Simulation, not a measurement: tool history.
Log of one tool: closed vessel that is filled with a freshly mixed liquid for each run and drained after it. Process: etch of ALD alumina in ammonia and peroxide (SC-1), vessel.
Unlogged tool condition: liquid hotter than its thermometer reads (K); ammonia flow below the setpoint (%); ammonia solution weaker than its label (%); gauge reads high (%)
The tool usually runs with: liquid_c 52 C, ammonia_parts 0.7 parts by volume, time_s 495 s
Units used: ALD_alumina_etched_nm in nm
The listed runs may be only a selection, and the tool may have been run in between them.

| run | day | liquid_c | ammonia_parts | time_s | wafers since the last listed run | hours since the thermometer was replaced | hours since the ammonia flow meter was replaced | hours since the drum of ammonia solution was connected | hours since the gauge calibration | read-back film thickness of the ALD alumina reference wafer, read on the same gauge (nm) | ALD_alumina_etched_nm |
|---|---|---|---|---|---|---|---|---|---|---|---|
| 1 | 0 | 52 | 0.95 | 495 | 0 | 1327.1 | 1140.3 | 697.1 | 40.9 | 149.99 | 45.96 |
| 2 | 0.888 | 52 | 0.95 | 495 | 2209 | 1348.4 | 1161.6 | 718.4 | 62.2 | 150 | 46.36 |
| 3 | 1.579 | 52 | 0.95 | 495 | 1722 | 1365 | 1178.2 | 735 | 78.8 | 150 | 46.44 |
| 4 | 2.104 | 52 | 0.5 | 495 | 1307 | 1377.6 | 1190.8 | 747.6 | 91.4 | 150.02 | 44.32 |
| 5 | 2.879 | 48 | 0.7 | 495 | 1929 | 1396.2 | 1209.4 | 766.2 | 110 | 149.98 | 36.72 |
| 6 | 4.229 | 48 | 0.7 | 495 | 3361 | 1428.6 | 1241.8 | 798.6 | 142.4 | 150 | 36.38 |
| 7 | 5.392 | 52 | 0.7 | 495 | 2894 | 1456.5 | 1269.7 | 826.5 | 170.3 | 149.98 | 45.72 |
| 8 | 6.192 | 52 | 0.7 | 495 | 1991 | 1475.7 | 1288.9 | 845.7 | 189.5 | 150 | 46.24 |
| 9 | 6.917 | 52 | 0.7 | 645 | 1805 | 1493.1 | 1306.3 | 863.1 | 206.9 | 149.99 | 59.16 |
|  | 8.112 | ammonia flow meter replaced |
| 10 | 8.133 | 52 | 0.7 | 670 | 2925 | 1522.3 | 0.5 | 892.3 | 236.1 | 150.01 | 62.32 |
| 11 | 9.421 | 52 | 0.5 | 495 | 3205 | 1553.2 | 31.4 | 923.2 | 267 | 149.99 | 44.38 |
| 12 | 10.121 | 52 | 0.7 | 735 | 1742 | 1570 | 48.2 | 940 | 283.8 | 149.98 | 68.29 |
|  | 10.521 | new drum of ammonia solution connected |
| 13 | 10.621 | 52 | 0.7 | 495 | 1141 | 1582 | 60.2 | 2.4 | 295.8 | 150 | 45.56 |
|  | 11.217 | gauge calibrated |
|  | 11.642 | thermometer replaced |
| 14 | 12.379 | 52 | 0.45 | 295 | 4274 | 17.7 | 102.4 | 44.6 | 27.9 | 149.99 | 22.31 |
| 15 | 13.083 | 46.5 | 0.9 | 235 | 1753 | 34.6 | 119.3 | 61.5 | 44.8 | 150 | 13.89 |
| 16 | 14.221 | 52 | 0.8 | 615 | 2832 | 61.9 | 146.6 | 88.8 | 72.1 | 150.01 | 49.52 |
| 17 | 15.283 | 52 | 0.7 | 495 | 2645 | 87.4 | 172.1 | 114.3 | 97.6 | 149.99 | 39.04 |
| 18 | 16.108 | 45.5 | 0.7 | 495 | 2054 | 107.2 | 191.9 | 134.1 | 117.4 | 150 | 27.46 |

Branching from run 18: 5 alternative next runs. What would each branch give?
| A | 16.142 | 52 | 0.7 | 495 | 82 | 108 | 192.7 | 134.9 | 118.2 | ? | ? |
| B | 16.142 | 60.5 | 0.6 | 665 | 82 | 108 | 192.7 | 134.9 | 118.2 | ? | ? |
| C | 16.142 | 52 | 0.7 | 640 | 82 | 108 | 192.7 | 134.9 | 118.2 | ? | ? |
| D | 16.142 | 52 | 0.6 | 620 | 82 | 108 | 192.7 | 134.9 | 118.2 | ? | ? |
| E | 16.142 | 44 | 1 | 755 | 82 | 108 | 192.7 | 134.9 | 118.2 | ? | ? |

| run | read-back film thickness of the ALD alumina reference wafer, read on the same gauge (nm) | ALD_alumina_etched_nm |
|---|---|---|
| A | 150 | 39.46 |
| B | 150 | 81.69 |
| C | 150 | 51.02 |
| D | 150 | 48.71 |
| E | 150 | 39.89 |
With no hidden state in the tool, these same runs would have given:
| run | ALD_alumina_etched_nm |
|---|---|
| A | 38.91 |
| B | 80.61 |
| C | 50.3 |
| D | 48.02 |
| E | 39.3 |
